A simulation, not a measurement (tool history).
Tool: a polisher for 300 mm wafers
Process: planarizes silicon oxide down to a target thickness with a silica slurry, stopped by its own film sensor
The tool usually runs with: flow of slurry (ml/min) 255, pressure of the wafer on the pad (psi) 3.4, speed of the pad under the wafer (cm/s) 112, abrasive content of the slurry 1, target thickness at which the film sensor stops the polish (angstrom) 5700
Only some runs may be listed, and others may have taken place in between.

run   hour  flow of slurry (ml/min)  pressure of the wafer on the pad (psi)  speed of the pad under the wafer (cm/s)  abrasive content of the slurry  target thickness at which the film sensor stops the polish (angstrom)  wafers since the last listed run  wafers polished on this pad  hours since the slurry nozzle was cleaned  hours since the head pressure was calibrated  hours since the slurry blender was calibrated  hours since the conditioning disc was replaced  incoming thickness of the incoming film, nm  time until the film sensor stopped the polish (s)
  1      0                      255                                     3.4                                      112                             0.9                                                                   5540                                 0                         1265                                      107.8                                         853.6                                          208.9                                           126.6                                        776.9                                              100.9
      22.8  -- slurry blender recalibrated
      24.3  -- worn pad replaced by a new one
  2   24.8                      255                                     3.4                                      112                            0.85                                                                   5700                               148                            3                                      132.6                                         878.4                                              2                                           151.4                                        768.1                                                 91
  3   38.8                      255                                     3.4                                      146                               1                                                                   5700                                97                          100                                      146.6                                         892.4                                             16                                           165.4                                        779.7                                               74.9
  4   61.6                      285                                     4.6                                      112                             0.8                                                                   5980                               158                          259                                      169.4                                         915.2                                           38.8                                           188.2                                        767.9                                               59.3
  5   77.8                      255                                     3.4                                      112                               1                                                                   5700                               112                          371                                      185.6                                         931.4                                             55                                           204.4                                        773.1                                               88.9
     133.2  -- conditioning disc replaced and pad reconditioned
  6  136.7                      255                                     3.4                                      128                               1                                                                   5700                               394                          766                                      244.5                                         990.3                                          113.9                                             3.5                                        770.1                                               77.4
  7  169.6                      255                                     3.4                                      112                               1                                                                   5700                               228                          994                                      277.4                                        1023.2                                          146.8                                            36.4                                        769.3                                               87.3
  8  195.6                      305                                     3.4                                      144                             1.2                                                                   5700                               180                         1174                                      303.4                                        1049.2                                          172.8                                            62.4                                        758.1                                               61.5
  9  220.6                      255                                     4.4                                      112                               1                                                                   5700                               173                         1347                                      328.4                                        1074.2                                          197.8                                            87.4                                        781.1                                               71.7
 10  234.6                      255                                     3.4                                      112                             1.2                                                                   5700                                97                         1445                                      342.4                                        1088.2                                          211.8                                           101.4                                        770.6                                               80.9
     250.6  -- worn pad replaced by a new one
     254.8  -- slurry blender recalibrated
 11  255.4                      165                                     3.4                                      132                             1.2                                                                   5700                               102                           19                                      363.2                                          1109                                            0.6                                           122.2                                        761.1                                                 76
 12  277.4                      285                                     4.6                                      112                             0.8                                                                   5980                               152                          172                                      385.2                                          1131                                           22.6                                           144.2                                        761.7                                               58.5
 13  308.3                      205                                     3.4                                      112                               1                                                                   5050                               214                          386                                      416.1                                        1161.9                                           53.5                                           175.1                                        758.5                                              118.4
 14  331.4                      255                                     3.4                                      112                            1.25                                                                   5450                               160                          546                                      439.2                                          1185                                           76.6                                           198.2                                        767.6                                               93.2
     344.1  -- conditioning disc replaced and pad reconditioned
 15    352                      255                                     3.4                                      112                               1                                                                   5700                               129                          675                                      459.8                                        1205.6                                           97.2                                             7.9                                        777.6                                               93.3
 16  375.4                      255                                     3.4                                      112                               1                                                                   5700                               162                          837                                      483.2                                          1229                                          120.6                                            31.3                                        762.9                                               89.6
     391.3  -- head pressure recalibrated
     399.8  -- slurry nozzle cleaned
 17  400.3                      255                                     3.9                                      112                               1                                                                   5700                               151                          989                                        0.5                                             9                                          145.5                                            56.2                                          752                                               67.5
 18  427.1                      255                                     3.4                                      112                               1                                                                   5700                               185                         1175                                       27.3                                          35.8                                          172.3                                              83                                        771.4                                               88.2
 19  457.2                      255                                     3.4                                       80                               1                                                                   5700                               208                         1384                                       57.4                                          65.9                                          202.4                                           113.1                                        764.9                                              110.2
 20  476.3                      340                                       3                                      112                            1.15                                                                   5700                               132                         1516                                       76.5                                            85                                          221.5                                           132.2                                        770.2                                               90.2
     486.8  -- slurry blender recalibrated
     517.4  -- worn pad replaced by a new one
 21  580.4                      330                                     4.5                                      112                               1                                                                   5700                               680                          437                                      180.6                                         189.1                                           93.6                                           236.3                                        764.8                                                 62
     595.8  -- conditioning disc replaced and pad reconditioned
 22  599.2                      255                                     3.4                                      124                               1                                                                   5700                               116                          553                                      199.4                                         207.9                                          112.4                                             3.4                                        776.5                                               84.3
 23  635.1                      255                                     2.7                                      112                               1                                                                   5700                               248                          802                                      235.3                                         243.8                                          148.3                                            39.3                                        782.1                                              114.4

What will run 24 give?
 24  651.7                      255                                       4                                      112                               1                                                                   5700                               115                          917                                      251.9                                         260.4                                          164.9                                            55.9                                          770                                                  ?

{"run 24": {"time until the film sensor stopped the polish (s)": 74}}
Without the tool's hidden state the same run would have given time until the film sensor stopped the polish (s) 71.4.
